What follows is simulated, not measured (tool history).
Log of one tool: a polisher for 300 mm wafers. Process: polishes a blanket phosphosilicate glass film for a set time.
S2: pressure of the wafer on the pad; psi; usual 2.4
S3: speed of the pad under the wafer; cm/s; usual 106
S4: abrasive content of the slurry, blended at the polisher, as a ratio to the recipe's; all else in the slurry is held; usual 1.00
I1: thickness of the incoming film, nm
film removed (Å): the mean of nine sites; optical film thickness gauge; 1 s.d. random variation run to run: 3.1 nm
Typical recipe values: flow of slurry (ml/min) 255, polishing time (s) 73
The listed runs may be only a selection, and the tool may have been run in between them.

Run 1, hour 0.0: usual settings; I1 4782.1. Result: film removed (Å) 4166.
Run 2, hour 89.0: usual settings; I1 4743.9. Result: film removed (Å) 4140.
Run 3, hour 149.4: usual settings; I1 4788.9. Result: film removed (Å) 4480.
Run 4, hour 216.3: usual settings; I1 4787.1. Result: film removed (Å) 4325.
Run 5, hour 274.2: usual settings; I1 4789.2. Result: film removed (Å) 4257.
Run 6, hour 440.2: usual settings; I1 4805.0. Result: film removed (Å) 4201.
Run 7, hour 545.3: usual settings; I1 4793.4. Result: film removed (Å) 4113.
Run 8, hour 595.4: usual settings; I1 4694.6. Result: film removed (Å) 4483.
Run 9, hour 762.1: usual settings; I1 4764.7. Result: film removed (Å) 4243.
Run 10, hour 844.5: usual settings; I1 4792.2. Result: film removed (Å) 4169.
Run 11, hour 915.1: usual settings but S2 2.1 psi; I1 4672.1. Result: film removed (Å) 3751.
Run 12, hour 1015.0: usual settings but flow of slurry (ml/min) 230, S2 3.0 psi, S3 128 cm/s, polishing time (s) 55; I1 4689.1. Result: film removed (Å) 4242.
Run 13, hour 1084.3: usual settings but flow of slurry (ml/min) 280, polishing time (s) 89; I1 4797.5. Result: film removed (Å) 5386.
Run 14, hour 1175.0: usual settings but flow of slurry (ml/min) 185; I1 4744.5. Result: film removed (Å) 4164.
Run 15, hour 1338.5: usual settings but flow of slurry (ml/min) 335, S2 1.7 psi, polishing time (s) 60; I1 4748.7. Result: film removed (Å) 2629.
Run 16, hour 1421.5: usual settings but flow of slurry (ml/min) 290, S3 68 cm/s, polishing time (s) 95; I1 4697.8. Result: film removed (Å) 3958.
Run 17, hour 1668.7: usual settings but S4 0.80, polishing time (s) 97; I1 4678.2. Result: film removed (Å) 4963.
Run 18, hour 1730.7: usual settings; I1 4687.9. Result: film removed (Å) 4183.
Run 19, hour 1830.5: usual settings but S3 142 cm/s, polishing time (s) 86; I1 4754.9. Result: film removed (Å) 6074.
Run 20, hour 1887.1: usual settings but flow of slurry (ml/min) 185; I1 4781.2. Result: film removed (Å) 3988.
Run 21, hour 1990.3: usual settings but flow of slurry (ml/min) 170, S2 2.0 psi, S3 80 cm/s; I1 4749.2. Result: film removed (Å) 2761.
Run 22, hour 2072.0: usual settings but flow of slurry (ml/min) 335, S3 72 cm/s, polishing time (s) 97; I1 4822.0. Result: film removed (Å) 4614.
Run 23, hour 2143.0: usual settings; I1 4767.6. Result: film removed (Å) 4310.
Run 24, hour 2205.0: usual settings but flow of slurry (ml/min) 195, S2 2.1 psi, S3 80 cm/s; I1 4742.6. Result: film removed (Å) 3033.

Missing from the log above: 19 entries noted between runs. For each, name the pair of listed runs it sits between and say how the tool's hidden condition differs from the listed run just before to the listed run just after:
Runs 2 to 3: slurry blender recalibrated (hour 105.9)
  abrasive missing from the slurry, %: 14.7 -> 3.67
  difference, measured minus the result without the unlogged condition, film removed (Å): -374 -> -88
Runs 4 to 5: slurry nozzle cleaned (hour 261.1)
  abrasive missing from the slurry, %: 7.54 -> 9.84
  difference, measured minus the result without the unlogged condition, film removed (Å): -182 -> -241
Runs 5 to 6: worn pad replaced by a new one (hour 314.8); conditioning disc replaced and pad reconditioned (hour 370.2)
  abrasive missing from the slurry, %: 9.84 -> 13.4
  difference, measured minus the result without the unlogged condition, film removed (Å): -241 -> -338
Runs 6 to 7: head pressure recalibrated (hour 475.0)
  abrasive missing from the slurry, %: 13.4 -> 14.3
  difference, measured minus the result without the unlogged condition, film removed (Å): -338 -> -359
Runs 7 to 8: slurry blender recalibrated (hour 585.0)
  abrasive missing from the slurry, %: 14.3 -> 2.74
  difference, measured minus the result without the unlogged condition, film removed (Å): -359 -> -65
Runs 8 to 9: slurry nozzle cleaned (hour 759.2)
  abrasive missing from the slurry, %: 2.74 -> 11.8
  difference, measured minus the result without the unlogged condition, film removed (Å): -65 -> -294
Runs 9 to 10: worn pad replaced by a new one (hour 773.1)
  abrasive missing from the slurry, %: 11.8 -> 13.8
  difference, measured minus the result without the unlogged condition, film removed (Å): -294 -> -349
Runs 10 to 11: conditioning disc replaced and pad reconditioned (hour 855.8)
  abrasive missing from the slurry, %: 13.8 -> 14.9
  difference, measured minus the result without the unlogged condition, film removed (Å): -349 -> -345
Runs 12 to 13: slurry blender recalibrated (hour 1032.0)
  abrasive missing from the slurry, %: 15.9 -> 5.58
  difference, measured minus the result without the unlogged condition, film removed (Å): -420 -> -164
Runs 14 to 15: worn pad replaced by a new one (hour 1252.6); slurry nozzle cleaned (hour 1325.7)
  abrasive missing from the slurry, %: 10.2 -> 14.3
  difference, measured minus the result without the unlogged condition, film removed (Å): -246 -> -229
Runs 16 to 17: conditioning disc replaced and pad reconditioned (hour 1430.3); slurry blender recalibrated (hour 1468.4)
  abrasive missing from the slurry, %: 15.2 -> 12
  difference, measured minus the result without the unlogged condition, film removed (Å): -373 -> -402
Runs 17 to 18: worn pad replaced by a new one (hour 1688.2)
  abrasive missing from the slurry, %: 12 -> 13.4
  difference, measured minus the result without the unlogged condition, film removed (Å): -402 -> -339
Runs 19 to 20: slurry nozzle cleaned (hour 1853.9)
  abrasive missing from the slurry, %: 14.9 -> 15.4
  difference, measured minus the result without the unlogged condition, film removed (Å): -555 -> -380
Runs 20 to 21: conditioning disc replaced and pad reconditioned (hour 1890.1); head pressure recalibrated (hour 1907.4)
  abrasive missing from the slurry, %: 15.4 -> 16
  difference, measured minus the result without the unlogged condition, film removed (Å): -380 -> -274
Runs 21 to 22: slurry blender recalibrated (hour 2038.1)
  abrasive missing from the slurry, %: 16 -> 3.7
  difference, measured minus the result without the unlogged condition, film removed (Å): -274 -> -91
